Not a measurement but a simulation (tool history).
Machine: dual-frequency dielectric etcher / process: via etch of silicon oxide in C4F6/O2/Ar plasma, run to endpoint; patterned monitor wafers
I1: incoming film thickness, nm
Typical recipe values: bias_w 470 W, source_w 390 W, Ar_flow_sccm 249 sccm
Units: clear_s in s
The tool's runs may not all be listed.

{"run": 1, "hour": 0.0, "bias_w": 470, "source_w": 390, "Ar_flow_sccm": 270, "I1": 126.8, "clear_s": 28.8}
{"run": 2, "hour": 7.5, "bias_w": 470, "source_w": 390, "Ar_flow_sccm": 249, "I1": 125.8, "clear_s": 28.7}
{"run": 3, "hour": 37.5, "bias_w": 470, "source_w": 390, "Ar_flow_sccm": 249, "I1": 125.8, "clear_s": 28.6}
{"hour": 66.5, "done": "wet clean of the chamber"}
{"run": 4, "hour": 67.0, "bias_w": 470, "source_w": 390, "Ar_flow_sccm": 249, "I1": 125.8, "clear_s": 27.4}
{"run": 5, "hour": 67.3, "bias_w": 470, "source_w": 390, "Ar_flow_sccm": 249, "I1": 126.5, "clear_s": 27.6}
{"run": 6, "hour": 67.6, "bias_w": 470, "source_w": 390, "Ar_flow_sccm": 249, "I1": 124.7, "clear_s": 27.3}
{"run": 7, "hour": 80.8, "bias_w": 470, "source_w": 390, "Ar_flow_sccm": 249, "I1": 125.3, "clear_s": 27.6}
{"hour": 107.2, "done": "upper electrode replaced"}
{"run": 8, "hour": 107.7, "bias_w": 470, "source_w": 390, "Ar_flow_sccm": 249, "I1": 125.4, "clear_s": 27.8}
{"run": 9, "hour": 109.1, "bias_w": 470, "source_w": 390, "Ar_flow_sccm": 249, "I1": 124.8, "clear_s": 27.5}
{"hour": 129.4, "done": "Ar flow controller replaced"}
{"run": 10, "hour": 129.9, "bias_w": 470, "source_w": 390, "Ar_flow_sccm": 249, "I1": 125.5, "clear_s": 27.6}
{"run": 11, "hour": 140.9, "bias_w": 470, "source_w": 390, "Ar_flow_sccm": 249, "I1": 124.5, "clear_s": 27.6}
{"run": 12, "hour": 190.2, "bias_w": 358, "source_w": 350, "Ar_flow_sccm": 283, "I1": 125.3, "clear_s": 31.6}
{"run": 13, "hour": 199.4, "bias_w": 383, "source_w": 420, "Ar_flow_sccm": 210, "I1": 125.5, "clear_s": 28.0}
{"run": 14, "hour": 214.8, "bias_w": 470, "source_w": 360, "Ar_flow_sccm": 270, "I1": 125.8, "clear_s": 29.0}
{"run": 15, "hour": 221.4, "bias_w": 470, "source_w": 390, "Ar_flow_sccm": 249, "I1": 125.4, "clear_s": 27.9}
{"hour": 227.6, "done": "bias power generator calibrated"}
{"run": 16, "hour": 236.8, "bias_w": 587, "source_w": 290, "Ar_flow_sccm": 282, "I1": 125.6, "clear_s": 30.0}
{"run": 17, "hour": 248.3, "bias_w": 403, "source_w": 330, "Ar_flow_sccm": 199, "I1": 125.9, "clear_s": 30.4}
{"run": 18, "hour": 261.2, "bias_w": 403, "source_w": 330, "Ar_flow_sccm": 199, "I1": 126.3, "clear_s": 30.8}
{"run": 19, "hour": 267.2, "bias_w": 381, "source_w": 390, "Ar_flow_sccm": 249, "I1": 125.0, "clear_s": 29.4}
{"hour": 274.0, "done": "source power generator calibrated"}
{"run": 20, "hour": 279.4, "bias_w": 470, "source_w": 330, "Ar_flow_sccm": 249, "I1": 125.3, "clear_s": 30.4}
{"run": 21, "hour": 290.0, "bias_w": 470, "source_w": 480, "Ar_flow_sccm": 294, "I1": 125.5, "clear_s": 26.4}
{"run": 22, "hour": 304.6, "bias_w": 524, "source_w": 290, "Ar_flow_sccm": 231, "I1": 124.3, "clear_s": 30.2}
{"run": 23, "hour": 310.9, "bias_w": 470, "source_w": 470, "Ar_flow_sccm": 249, "I1": 126.3, "clear_s": 26.2}
{"run": 24, "hour": 321.6, "bias_w": 553, "source_w": 490, "Ar_flow_sccm": 249, "I1": 125.4, "clear_s": 24.7}
{"run": 25, "hour": 332.5, "bias_w": 362, "source_w": 360, "Ar_flow_sccm": 202, "I1": 124.6, "clear_s": 30.6}
{"run": 26, "hour": 341.2, "bias_w": 399, "source_w": 310, "Ar_flow_sccm": 272, "I1": 125.3, "clear_s": 32.9}
{"run": 27, "hour": 352.1, "bias_w": 565, "source_w": 340, "Ar_flow_sccm": 202, "I1": 126.4, "clear_s": 27.7}
{"run": 28, "hour": 359.6, "bias_w": 470, "source_w": 320, "Ar_flow_sccm": 249, "I1": 124.1, "clear_s": 30.1}
{"run": 29, "hour": 367.1, "bias_w": 425, "source_w": 300, "Ar_flow_sccm": 301, "I1": 125.3, "clear_s": 33.1}
{"run": 30, "hour": 373.8, "bias_w": 470, "source_w": 290, "Ar_flow_sccm": 249, "I1": 125.4, "clear_s": 31.9}

Run-by-run hidden state of the tool:
bias power that arrives over what is set, %: 0 on each run
source power that arrives over what is set, %: 0 on each run
Ar flow that arrives over what is set, %: 0 on each run
H1: etch rate over this chamber's usual, %
run=1 H1=-3.65
run=2 H1=-3.73
run=3 H1=-4.03
run=4 H1=-0.0854
run=5 H1=-0.0885
run=6 H1=-0.0916
run=7 H1=-0.227
run=8 H1=-0.503
run=9 H1=-0.517
run=10 H1=-0.73
run=11 H1=-0.843
run=12 H1=-1.35
run=13 H1=-1.44
run=14 H1=-1.6
run=15 H1=-1.67
run=16 H1=-1.83
run=17 H1=-1.94
run=18 H1=-2.08
run=19 H1=-2.14
run=20 H1=-2.26
run=21 H1=-2.37
run=22 H1=-2.52
run=23 H1=-2.59
run=24 H1=-2.7
run=25 H1=-2.81
run=26 H1=-2.9
run=27 H1=-3.01
run=28 H1=-3.09
run=29 H1=-3.16
run=30 H1=-3.23
